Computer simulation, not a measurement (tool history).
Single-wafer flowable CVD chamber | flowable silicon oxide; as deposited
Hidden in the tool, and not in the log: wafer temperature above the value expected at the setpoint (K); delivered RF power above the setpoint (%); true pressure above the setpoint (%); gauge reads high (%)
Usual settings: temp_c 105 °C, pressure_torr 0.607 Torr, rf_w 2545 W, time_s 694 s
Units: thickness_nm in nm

run     day  temp_c  pressure_torr  rf_w  time_s  wafers since the last listed run  hours since the last thermocouple change  hours since the last RF generator calibration  hours since the last manometer calibration  hours since the showerhead was replaced  hours since the gauge calibration  read-back reference wafer on the same gauge, thickness_nm  thickness_nm
  1   0.000     105          0.607  2545     694                                 0                                    2912.7                                          923.7                                      2661.4                                   4251.6                               96.0                                                    259.203       315.989
  2   0.296     105          0.607  2545     694                                26                                    2919.8                                          930.8                                      2668.5                                   4258.7                              103.1                                                    259.108       317.289
  3   1.000     105          0.607  2545     694                                63                                    2936.7                                          947.7                                      2685.4                                   4275.6                              120.0                                                    259.074       317.982
  4   1.500     105          0.607  2545     694                                44                                    2948.7                                          959.7                                      2697.4                                   4287.6                              132.0                                                    259.105       318.640
  5   1.912     105          0.607  2545     694                                37                                    2958.6                                          969.6                                      2707.3                                   4297.5                              141.9                                                    259.090       318.207
  6   2.508     105          0.607  2240     694                                53                                    2972.9                                          983.9                                      2721.6                                   4311.8                              156.2                                                    258.979       308.553
  7   3.038     105          0.607  2240     694                                47                                    2985.6                                          996.6                                      2734.3                                   4324.5                              168.9                                                    258.919       307.980
  8   3.438     105          0.607  2240     694                                35                                    2995.2                                         1006.2                                      2743.9                                   4334.1                              178.5                                                    258.628       308.462
      4.238  -- thermocouple changed; heater temperature recalibrated
      4.917  -- RF generator calibrated
  9   5.312     110          0.607  2545     694                               108                                      25.8                                            9.5                                      2788.9                                   4379.1                              223.5                                                    258.890       216.062
      5.888  -- showerhead replaced
 10   6.371     105          0.607  2240     694                                65                                      51.2                                           34.9                                      2814.3                                     11.6                              248.9                                                    258.932       239.337
 11   6.762     119          0.528  2395     694                                35                                      60.6                                           44.3                                      2823.7                                     21.0                              258.3                                                    259.142       144.899
      7.417  -- gauge calibrated
 12   7.450     105          0.607  2545     694                                61                                      77.1                                           60.8                                      2840.2                                     37.5                                0.8                                                    259.086       249.551
      8.404  -- capacitance manometer re-zeroed and calibrated
 13   8.425     119          0.607  2255     694                                57                                     100.5                                           84.2                                         0.5                                     60.9                               24.2                                                    258.896       162.911
 14   8.458     105          0.492  2545     598                                 2                                     101.3                                           85.0                                         1.3                                     61.7                               25.0                                                    259.373       173.746
 15   9.133      95          0.505  2290     562                                60                                     117.5                                          101.2                                        17.5                                     77.9                               41.2                                                    259.209       218.934
 16   9.467     105          0.607  2545     822                                29                                     125.5                                          109.2                                        25.5                                     85.9                               49.2                                                    259.039       295.072
 17   9.896     105          0.664  2300     637                                38                                     135.8                                          119.5                                        35.8                                     96.2                               59.5                                                    258.861       242.347
 18  10.375     105          0.607  2415     694                                43                                     147.3                                          131.0                                        47.3                                    107.7                               71.0                                                    258.817       247.179
 19  10.829      90          0.512  2240     572                                40                                     158.2                                          141.9                                        58.2                                    118.6                               81.9                                                    259.280       258.634

Some steps in thickness_nm between neighbouring runs. How much of each would the tool show without its hidden state too (settings, what came in, random variation), and how much is left for the hidden state, with any gauge scatter that isn't in both results?
Run 8 -> 9: temp_c 105 -> 110, rf_w 2240 -> 2545, thermocouple changed; heater temperature recalibrated, RF generator calibrated. thickness_nm -92.400 nm: hidden state -67.771, all else -24.629.
Run 11 -> 12: temp_c 119 -> 105, pressure_torr 0.528 -> 0.607, rf_w 2395 -> 2545, gauge calibrated. thickness_nm +104.652 nm: hidden state -3.415, all else +108.067.
